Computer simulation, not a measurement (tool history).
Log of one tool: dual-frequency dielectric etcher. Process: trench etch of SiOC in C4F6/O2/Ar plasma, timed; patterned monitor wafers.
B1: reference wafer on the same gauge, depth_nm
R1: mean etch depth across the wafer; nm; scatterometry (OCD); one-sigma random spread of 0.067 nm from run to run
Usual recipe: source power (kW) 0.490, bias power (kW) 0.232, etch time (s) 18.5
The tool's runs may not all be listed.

{"run": 1, "hour": 0.0, "source power (kW)": 0.49, "bias power (kW)": 0.232, "etch time (s)": 18.5, "B1": 51.1, "R1": 45.74}
{"run": 2, "hour": 12.3, "source power (kW)": 0.49, "bias power (kW)": 0.232, "etch time (s)": 18.5, "B1": 51.06, "R1": 45.76}
{"run": 3, "hour": 24.4, "source power (kW)": 0.49, "bias power (kW)": 0.232, "etch time (s)": 18.5, "B1": 51.09, "R1": 45.93}
{"run": 4, "hour": 39.0, "source power (kW)": 0.49, "bias power (kW)": 0.232, "etch time (s)": 18.5, "B1": 51.14, "R1": 45.99}
{"run": 5, "hour": 56.7, "source power (kW)": 0.49, "bias power (kW)": 0.232, "etch time (s)": 18.5, "B1": 51.11, "R1": 45.93}
{"run": 6, "hour": 62.8, "source power (kW)": 0.49, "bias power (kW)": 0.232, "etch time (s)": 18.5, "B1": 51.12, "R1": 45.97}
{"run": 7, "hour": 76.9, "source power (kW)": 0.49, "bias power (kW)": 0.232, "etch time (s)": 18.5, "B1": 51.09, "R1": 46.12}
{"hour": 82.1, "done": "source power generator calibrated"}
{"hour": 85.6, "done": "bias power generator calibrated"}
{"run": 8, "hour": 89.8, "source power (kW)": 0.49, "bias power (kW)": 0.232, "etch time (s)": 18.5, "B1": 51.09, "R1": 45.99}
{"run": 9, "hour": 105.1, "source power (kW)": 0.49, "bias power (kW)": 0.232, "etch time (s)": 18.5, "B1": 51.05, "R1": 46.13}
{"hour": 132.8, "done": "wet clean of the chamber"}
{"run": 10, "hour": 133.3, "source power (kW)": 0.49, "bias power (kW)": 0.232, "etch time (s)": 18.5, "B1": 51.07, "R1": 44.81}
{"run": 11, "hour": 134.9, "source power (kW)": 0.58, "bias power (kW)": 0.209, "etch time (s)": 16.5, "B1": 51.1, "R1": 41.49}
{"run": 12, "hour": 146.5, "source power (kW)": 0.52, "bias power (kW)": 0.182, "etch time (s)": 18.5, "B1": 51.11, "R1": 43.09}
{"run": 13, "hour": 185.1, "source power (kW)": 0.44, "bias power (kW)": 0.205, "etch time (s)": 16.5, "B1": 51.1, "R1": 37.18}
{"run": 14, "hour": 199.0, "source power (kW)": 0.55, "bias power (kW)": 0.209, "etch time (s)": 16.0, "B1": 51.08, "R1": 39.48}
{"run": 15, "hour": 207.6, "source power (kW)": 0.49, "bias power (kW)": 0.232, "etch time (s)": 18.5, "B1": 51.14, "R1": 45.0}
{"run": 16, "hour": 214.2, "source power (kW)": 0.49, "bias power (kW)": 0.232, "etch time (s)": 18.5, "B1": 51.08, "R1": 45.09}
{"run": 17, "hour": 222.9, "source power (kW)": 0.49, "bias power (kW)": 0.232, "etch time (s)": 18.5, "B1": 51.07, "R1": 45.02}
{"run": 18, "hour": 235.6, "source power (kW)": 0.49, "bias power (kW)": 0.232, "etch time (s)": 18.5, "B1": 51.09, "R1": 44.88}
{"run": 19, "hour": 244.1, "source power (kW)": 0.49, "bias power (kW)": 0.232, "etch time (s)": 18.5, "B1": 51.06, "R1": 45.08}
{"hour": 247.8, "done": "gauge calibrated"}
{"run": 20, "hour": 255.5, "source power (kW)": 0.42, "bias power (kW)": 0.267, "etch time (s)": 15.0, "B1": 51.15, "R1": 35.81}
{"hour": 281.8, "done": "upper electrode replaced"}
{"run": 21, "hour": 282.3, "source power (kW)": 0.49, "bias power (kW)": 0.232, "etch time (s)": 18.5, "B1": 51.09, "R1": 45.02}
{"run": 22, "hour": 282.6, "source power (kW)": 0.54, "bias power (kW)": 0.207, "etch time (s)": 20.5, "B1": 51.14, "R1": 50.34}
{"run": 23, "hour": 312.7, "source power (kW)": 0.38, "bias power (kW)": 0.232, "etch time (s)": 17.0, "B1": 51.11, "R1": 37.69}
{"run": 24, "hour": 319.9, "source power (kW)": 0.55, "bias power (kW)": 0.198, "etch time (s)": 15.0, "B1": 51.09, "R1": 36.72}
{"run": 25, "hour": 339.7, "source power (kW)": 0.58, "bias power (kW)": 0.232, "etch time (s)": 17.0, "B1": 51.06, "R1": 44.42}
{"run": 26, "hour": 347.9, "source power (kW)": 0.6, "bias power (kW)": 0.176, "etch time (s)": 15.5, "B1": 51.07, "R1": 38.18}
{"run": 27, "hour": 365.3, "source power (kW)": 0.49, "bias power (kW)": 0.232, "etch time (s)": 18.5, "B1": 51.07, "R1": 45.27}
{"run": 28, "hour": 374.7, "source power (kW)": 0.49, "bias power (kW)": 0.232, "etch time (s)": 22.5, "B1": 51.07, "R1": 55.08}
{"run": 29, "hour": 382.9, "source power (kW)": 0.49, "bias power (kW)": 0.18, "etch time (s)": 14.5, "B1": 51.08, "R1": 33.21}

5 options for the next run, each taken on its own from the tool as it stands now. Forecast them:
{"run": "A", "hour": 383.3, "source power (kW)": 0.49, "bias power (kW)": 0.232, "etch time (s)": 24.0, "B1": "?", "R1": "?"}
{"run": "B", "hour": 383.3, "source power (kW)": 0.43, "bias power (kW)": 0.186, "etch time (s)": 16.5, "B1": "?", "R1": "?"}
{"run": "C", "hour": 383.3, "source power (kW)": 0.6, "bias power (kW)": 0.232, "etch time (s)": 18.5, "B1": "?", "R1": "?"}
{"run": "D", "hour": 383.3, "source power (kW)": 0.54, "bias power (kW)": 0.212, "etch time (s)": 22.5, "B1": "?", "R1": "?"}
{"run": "E", "hour": 383.3, "source power (kW)": 0.49, "bias power (kW)": 0.232, "etch time (s)": 14.5, "B1": "?", "R1": "?"}

run=A B1=51.07 R1=58.69
run=B B1=51.07 R1=36.19
run=C B1=51.07 R1=48.91
run=D B1=51.07 R1=55.75
run=E B1=51.07 R1=35.46
What these runs would have given with no unlogged condition in the tool:
run=A R1=58.14
run=B R1=35.85
run=C R1=48.45
run=D R1=55.23
run=E R1=35.13

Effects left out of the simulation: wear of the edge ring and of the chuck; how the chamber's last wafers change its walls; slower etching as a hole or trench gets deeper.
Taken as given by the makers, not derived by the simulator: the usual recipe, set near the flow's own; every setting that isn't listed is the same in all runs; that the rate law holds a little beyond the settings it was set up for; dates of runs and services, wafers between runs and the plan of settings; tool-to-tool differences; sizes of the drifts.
